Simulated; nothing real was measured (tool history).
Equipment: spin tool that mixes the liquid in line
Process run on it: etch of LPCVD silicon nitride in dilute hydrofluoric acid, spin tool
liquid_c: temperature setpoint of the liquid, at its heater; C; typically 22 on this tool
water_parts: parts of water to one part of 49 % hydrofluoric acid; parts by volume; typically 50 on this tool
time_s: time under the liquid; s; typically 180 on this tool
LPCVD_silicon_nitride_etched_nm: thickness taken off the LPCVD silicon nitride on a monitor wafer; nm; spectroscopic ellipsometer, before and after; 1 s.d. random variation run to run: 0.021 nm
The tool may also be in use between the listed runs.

run   hour  liquid_c  water_parts  time_s  read-back film thickness of the LPCVD silicon nitride reference wafer, read on the same gauge (nm)  LPCVD_silicon_nitride_etched_nm
  1      0        22           50     180                                                                                              70.029                            1.313
  2   39.6        22           50     180                                                                                              69.976                            1.325
  3   51.7        22           50     180                                                                                              70.005                            1.317
  4   59.2        22           50     180                                                                                              70.019                            1.302
  5   72.4        22           50     260                                                                                              70.009                            1.902
  6     81        22           40     180                                                                                              69.987                              1.6
  7     90        22           50      95                                                                                              69.997                            0.672
  8  103.8        22           50     180                                                                                              69.995                            1.366
  9  111.9        22           50     180                                                                                              70.015                            1.305
     121.8  -- hydrofluoric acid flow meter replaced
       122  -- thermometer replaced
     128.7  -- gauge calibrated
 10  153.2        22           50     180                                                                                              69.991                            1.322
 11  169.6      18.5           50     180                                                                                              70.017                             1.03
 12  183.3      18.5           50     180                                                                                              69.996                             1.03
 13  198.3      25.5           70     180                                                                                              69.981                            1.198
 14  206.3        22           50     230                                                                                              69.968                            1.662
 15  237.7      19.5           50     180                                                                                              69.987                            1.079
 16  251.3        24           40     150                                                                                              70.015                             1.58
 17  266.6        22           60     180                                                                                              69.984                            1.112
 18  275.3        22           50     135                                                                                              70.012                            1.015
 19  291.2        22           50     180                                                                                               69.98                            1.325
 20  307.2      20.5           40     115                                                                                              70.013                             0.95
 21  314.3        24           65     250                                                                                              69.978                            1.588

Below are 3 alternative next runs, each starting from the tool's condition after run 21. Predict each:
  A  314.8        22           50     180                                                                                                   ?                                ?
  B  314.8        24           45     180                                                                                                   ?                                ?
  C  314.8      25.5           50     130                                                                                                   ?                                ?

run  read-back film thickness of the LPCVD silicon nitride reference wafer, read on the same gauge (nm)  LPCVD_silicon_nitride_etched_nm
  A                                                                                              69.994                            1.328
  B                                                                                              69.994                            1.687
  C                                                                                              69.994                            1.215
What these runs would have given with no unlogged condition in the tool:
run  LPCVD_silicon_nitride_etched_nm
  A                            1.328
  B                            1.687
  C                            1.215

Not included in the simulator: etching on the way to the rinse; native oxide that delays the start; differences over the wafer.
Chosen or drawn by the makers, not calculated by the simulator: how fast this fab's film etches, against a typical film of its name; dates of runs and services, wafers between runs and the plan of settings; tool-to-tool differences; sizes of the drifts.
